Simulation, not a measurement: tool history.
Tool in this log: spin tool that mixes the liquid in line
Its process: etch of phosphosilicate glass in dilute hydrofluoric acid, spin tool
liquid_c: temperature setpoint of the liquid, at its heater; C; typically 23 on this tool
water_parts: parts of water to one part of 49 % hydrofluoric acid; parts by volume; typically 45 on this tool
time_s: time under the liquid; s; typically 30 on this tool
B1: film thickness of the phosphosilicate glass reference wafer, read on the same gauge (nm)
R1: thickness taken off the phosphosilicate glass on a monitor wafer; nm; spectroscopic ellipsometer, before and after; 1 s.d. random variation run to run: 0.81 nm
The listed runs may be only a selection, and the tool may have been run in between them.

run 1 day=0 | liquid_c=23 water_parts=30 time_s=30 | B1=80 | R1=188.09
run 2 day=0.454 | liquid_c=23 water_parts=30 time_s=30 | B1=79.97 | R1=189.68
run 3 day=1.05 | liquid_c=23 water_parts=45 time_s=30 | B1=79.99 | R1=122.21
run 4 day=1.342 | liquid_c=23 water_parts=45 time_s=30 | B1=80.01 | R1=122.87
run 5 day=1.75 | liquid_c=23 water_parts=45 time_s=30 | B1=80 | R1=122.24
run 6 day=2.342 | liquid_c=23 water_parts=45 time_s=20 | B1=80 | R1=81.83
run 7 day=3.188 | liquid_c=23 water_parts=45 time_s=20 | B1=80.02 | R1=82.67
run 8 day=3.467 | liquid_c=23 water_parts=45 time_s=30 | B1=80.01 | R1=122.79
-- day=3.646 hydrofluoric acid flow meter replaced
run 9 day=4.058 | liquid_c=23 water_parts=45 time_s=30 | B1=79.98 | R1=108.63
run 10 day=4.508 | liquid_c=23 water_parts=45 time_s=30 | B1=79.99 | R1=109.99
-- day=4.596 gauge calibrated
run 11 day=5.079 | liquid_c=23 water_parts=45 time_s=30 | B1=80.02 | R1=110.71
run 12 day=5.492 | liquid_c=23 water_parts=45 time_s=30 | B1=80.03 | R1=110.53
run 13 day=5.871 | liquid_c=27 water_parts=35 time_s=30 | B1=79.97 | R1=170.61
run 14 day=6.388 | liquid_c=23 water_parts=45 time_s=30 | B1=80.02 | R1=110.91
run 15 day=6.825 | liquid_c=23 water_parts=45 time_s=30 | B1=79.99 | R1=112.65
run 16 day=7.429 | liquid_c=23 water_parts=45 time_s=15 | B1=80.02 | R1=56.06
run 17 day=7.829 | liquid_c=19 water_parts=60 time_s=30 | B1=79.98 | R1=70.54
run 18 day=8.162 | liquid_c=23 water_parts=65 time_s=30 | B1=80 | R1=74.74
run 19 day=8.462 | liquid_c=24.5 water_parts=45 time_s=50 | B1=80.02 | R1=199.99
-- day=9.1 thermometer replaced
run 20 day=9.121 | liquid_c=23 water_parts=45 time_s=30 | B1=80 | R1=112.4
run 21 day=9.667 | liquid_c=23 water_parts=30 time_s=15 | B1=79.99 | R1=85.99
run 22 day=10.392 | liquid_c=25 water_parts=35 time_s=30 | B1=80.04 | R1=159.91
run 23 day=10.825 | liquid_c=27 water_parts=45 time_s=35 | B1=79.98 | R1=152.8
run 24 day=11.275 | liquid_c=20.5 water_parts=45 time_s=30 | B1=79.98 | R1=102.71
run 25 day=11.954 | liquid_c=23 water_parts=45 time_s=30 | B1=79.95 | R1=115.24

Alternative continuations, all from the tool just after run 25; predict every row:
run A day=11.971 | liquid_c=23 water_parts=45 time_s=40 | B1=? | R1=?
run B day=11.971 | liquid_c=21 water_parts=45 time_s=40 | B1=? | R1=?
run C day=11.971 | liquid_c=27.5 water_parts=55 time_s=50 | B1=? | R1=?
run D day=11.971 | liquid_c=18 water_parts=35 time_s=45 | B1=? | R1=?
run E day=11.971 | liquid_c=21.5 water_parts=55 time_s=20 | B1=? | R1=?

run=A B1=79.99 R1=153.5
run=B B1=79.99 R1=141.12
run=C B1=79.99 R1=186.17
run=D B1=79.99 R1=181.5
run=E B1=79.99 R1=58.26
Take away the tool's hidden state, keep each run's random variation, and the runs would have read:
run=A R1=146.65
run=B R1=134.85
run=C R1=177.72
run=D R1=173.53
run=E R1=55.64
